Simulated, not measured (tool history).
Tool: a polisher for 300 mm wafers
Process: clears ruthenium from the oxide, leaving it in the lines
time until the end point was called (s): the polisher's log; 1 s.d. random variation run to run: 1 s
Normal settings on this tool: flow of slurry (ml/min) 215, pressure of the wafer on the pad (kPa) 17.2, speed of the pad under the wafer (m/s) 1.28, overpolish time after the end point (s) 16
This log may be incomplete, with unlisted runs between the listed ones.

run	hour	flow of slurry (ml/min)	pressure of the wafer on the pad (kPa)	speed of the pad under the wafer (m/s)	overpolish time after the end point (s)	incoming thickness of the incoming film, nm	time until the end point was called (s)
1	0	215	17.2	1.28	16	178.4	91
2	65.6	215	17.2	1.28	16	180.6	91.1
3	110.9	215	17.2	1.28	16	180.4	93.8
# hour 139.5: worn pad replaced by a new one
4	163.3	165	17.2	1.28	9	182.1	100.5
5	305.8	165	17.2	1.28	9	180	108
# hour 359.9: slurry nozzle cleaned
# hour 371.2: head pressure recalibrated
6	374.5	215	17.2	1.28	20	179.5	89.2
7	410	215	17.2	1.28	20	182.8	91.3
8	476.1	215	17.2	1.28	16	178.3	90.7
9	520.5	215	17.2	1.28	16	182.2	95.1
10	563.9	215	17.2	1.28	16	178.2	92.2
11	598.7	215	17.2	1.28	16	179	94.1
12	648.6	215	17.2	1.28	16	183.2	96.2
# hour 655.7: worn pad replaced by a new one
13	705.1	240	17.2	1.62	16	176.4	75.8
14	755.5	240	17.2	1.62	16	181.1	77.2
# hour 759.1: slurry nozzle cleaned
15	797.1	215	21.4	1.48	16	182.4	70.4
16	828.4	215	17.2	1.06	10	179.3	104.6
17	887.8	270	14.5	0.86	21	180.2	135.1
18	928.6	175	19.3	1.52	13	180.6	75
19	953.3	190	13.1	1.66	16	182.6	93.8
20	997.5	185	21.4	0.88	24	180.6	110.8
21	1036.3	215	17.2	1.28	16	178.6	94.6
22	1073.3	275	14.5	1.44	20	181.8	96.4
# hour 1089.1: worn pad replaced by a new one
23	1121.9	215	17.2	1.28	16	178.5	96.8
# hour 1143.1: head pressure recalibrated
24	1184.1	215	17.2	1.28	21	181.3	97.8
# hour 1188.3: slurry nozzle cleaned
25	1255.5	160	12.4	1.06	21	179.4	134.2
26	1308.7	215	17.2	1.28	16	179.1	89.2
27	1334	215	17.2	1.28	16	178.2	91.6
28	1363.3	240	17.2	1.62	16	177.3	73.8
# hour 1483.3: worn pad replaced by a new one
29	1554.2	240	17.2	1.62	16	176.3	75.2
30	1584.2	215	17.2	1.28	10	178.9	94.7
# hour 1603.8: slurry nozzle cleaned
31	1655.3	175	17.2	1.28	16	182.1	93.7
32	1709.1	150	17.2	1.64	16	179.1	79.3
33	1754.7	215	13.1	1.28	16	180.4	112.9
# hour 1797.3: head pressure recalibrated
34	1797.8	290	17.2	1.28	12	180.8	87.2
35	1887.5	165	17.2	1.54	16	182.4	87.8
36	1953.5	215	17.2	1.6	16	178.2	79.3

Some steps in time until the end point was called (s) between neighbouring runs. How much of each would the tool show without its hidden state too (settings, what came in, random variation), and how much is left for the hidden state, with any gauge scatter that isn't in both results?
What the log doesn't record here: removal rate lost through wear of the pad, %; slurry flow missing at the pad, %; deviation of the head's pressure from its setpoint, %.
Run 4 -> 5: nothing adjusted, nothing logged. time until the end point was called (s) +7.5: hidden state +6.3, all else +1.2.
Run 5 -> 6: flow of slurry (ml/min) 165 -> 215, overpolish time after the end point (s) 9 -> 20, slurry nozzle cleaned, head pressure recalibrated. time until the end point was called (s) -18.8: hidden state -13.2, all else -5.6.
Run 17 -> 18: flow of slurry (ml/min) 270 -> 175, pressure of the wafer on the pad (kPa) 14.5 -> 19.3, speed of the pad under the wafer (m/s) 0.86 -> 1.52, overpolish time after the end point (s) 21 -> 13. time until the end point was called (s) -60.1: hidden state +0.3, all else -60.4.
Run 24 -> 25: flow of slurry (ml/min) 215 -> 160, pressure of the wafer on the pad (kPa) 17.2 -> 12.4, speed of the pad under the wafer (m/s) 1.28 -> 1.06, slurry nozzle cleaned. time until the end point was called (s) +36.4: hidden state -7.7, all else +44.1.
Run 25 -> 26: flow of slurry (ml/min) 160 -> 215, pressure of the wafer on the pad (kPa) 12.4 -> 17.2, speed of the pad under the wafer (m/s) 1.06 -> 1.28, overpolish time after the end point (s) 21 -> 16. time until the end point was called (s) -45: hidden state -0.2, all else -44.8.
